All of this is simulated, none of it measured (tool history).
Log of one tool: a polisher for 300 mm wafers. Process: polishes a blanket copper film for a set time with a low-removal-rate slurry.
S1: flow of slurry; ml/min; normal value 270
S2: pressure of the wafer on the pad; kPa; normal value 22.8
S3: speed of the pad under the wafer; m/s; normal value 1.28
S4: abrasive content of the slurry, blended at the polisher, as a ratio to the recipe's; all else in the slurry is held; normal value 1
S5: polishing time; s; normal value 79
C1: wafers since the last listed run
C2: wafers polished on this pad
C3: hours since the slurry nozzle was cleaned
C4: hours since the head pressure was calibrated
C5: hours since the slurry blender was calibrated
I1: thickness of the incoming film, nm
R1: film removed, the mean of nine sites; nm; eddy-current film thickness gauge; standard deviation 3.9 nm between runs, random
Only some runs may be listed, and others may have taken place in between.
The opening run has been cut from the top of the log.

| run | hour | S1 | S2 | S3 | S4 | S5 | C1 | C2 | C3 | C4 | C5 | I1 | R1 |
|---|---|---|---|---|---|---|---|---|---|---|---|---|---|
| 2 | 52.1 | 270 | 22.8 | 1.28 | 1 | 79 | 381 | 1589 | 781.3 | 766.2 | 206.7 | 957 | 323.2 |
|  | 61.3 | slurry nozzle cleaned |
|  | 69.4 | head pressure recalibrated |
| 3 | 88.9 | 270 | 22.8 | 1.28 | 1 | 79 | 247 | 1836 | 27.6 | 19.5 | 243.5 | 956.4 | 364.7 |
|  | 258.8 | worn pad replaced by a new one |
| 4 | 259.3 | 270 | 22.8 | 1.28 | 1 | 79 | 1216 | 3 | 198 | 189.9 | 413.9 | 959.8 | 342.3 |
|  | 333 | slurry blender recalibrated |
| 5 | 460.4 | 270 | 22.8 | 1.28 | 1 | 69 | 1456 | 1459 | 399.1 | 391 | 127.4 | 956.3 | 293.2 |
| 6 | 489 | 270 | 22.8 | 1.28 | 1 | 79 | 209 | 1668 | 427.7 | 419.6 | 156 | 959.5 | 332 |
| 7 | 529.3 | 270 | 22.8 | 1.28 | 1.25 | 79 | 294 | 1963 | 468 | 459.9 | 196.3 | 948.7 | 347.6 |
| 8 | 560.3 | 270 | 22.8 | 1.28 | 1 | 79 | 226 | 2190 | 499 | 490.9 | 227.3 | 957.9 | 333.1 |
| 9 | 596.4 | 270 | 22.8 | 1.28 | 1 | 79 | 264 | 2454 | 535.1 | 527 | 263.4 | 958.9 | 327.1 |
|  | 610.5 | worn pad replaced by a new one |
| 10 | 641 | 270 | 22.8 | 1.28 | 1 | 79 | 296 | 223 | 579.7 | 571.6 | 308 | 945.7 | 328.9 |
| 11 | 710.6 | 270 | 22.8 | 1.28 | 1 | 79 | 509 | 732 | 649.3 | 641.2 | 377.6 | 962 | 332.5 |
| 12 | 741.1 | 270 | 22.8 | 1.28 | 1 | 79 | 223 | 955 | 679.8 | 671.7 | 408.1 | 947.8 | 327 |
| 13 | 804.3 | 235 | 22.8 | 1.1 | 1 | 79 | 462 | 1417 | 743 | 734.9 | 471.3 | 948.6 | 277.4 |
|  | 832.8 | slurry blender recalibrated |
|  | 835.8 | slurry nozzle cleaned |
| 14 | 874.7 | 270 | 22.8 | 1.28 | 1 | 79 | 492 | 1910 | 38.9 | 805.3 | 41.9 | 948.6 | 329.2 |
| 15 | 913.3 | 270 | 22.8 | 1.5 | 1.25 | 79 | 282 | 2192 | 77.5 | 843.9 | 80.5 | 953.3 | 398.7 |
|  | 931.9 | head pressure recalibrated |
| 16 | 954 | 270 | 22.8 | 1.28 | 1 | 79 | 283 | 2475 | 118.2 | 22.1 | 121.2 | 968.2 | 356.5 |
|  | 973.9 | worn pad replaced by a new one |
| 17 | 1007.1 | 270 | 16.5 | 1.58 | 1.15 | 98 | 359 | 242 | 171.3 | 75.2 | 174.3 | 963.4 | 430.4 |
| 18 | 1069.3 | 270 | 22.8 | 1.28 | 1 | 79 | 454 | 697 | 233.5 | 137.4 | 236.5 | 959.5 | 346.2 |
| 19 | 1135 | 180 | 22.8 | 1.28 | 0.9 | 57 | 480 | 1178 | 299.2 | 203.1 | 302.2 | 953.5 | 232.6 |
| 20 | 1201.2 | 315 | 22.8 | 1.28 | 1 | 98 | 484 | 1662 | 365.4 | 269.3 | 368.4 | 963.1 | 416.7 |
| 21 | 1238.9 | 270 | 29 | 1.28 | 1.1 | 58 | 275 | 1938 | 403.1 | 307 | 406.1 | 951.9 | 303.3 |
| 22 | 1266 | 270 | 22.8 | 1.28 | 1 | 79 | 198 | 2136 | 430.2 | 334.1 | 433.2 | 950.9 | 329.8 |

Expected results for the next run?
|  | 1290.2 | slurry blender recalibrated |
| 23 | 1320.7 | 270 | 19.3 | 1.68 | 1 | 79 | 385 | 2521 | 484.9 | 388.8 | 30.5 | 963.7 | ? |

Run 23 came out at R1 381 nm.
With no hidden state in the tool, this same run would have given R1 416 nm.
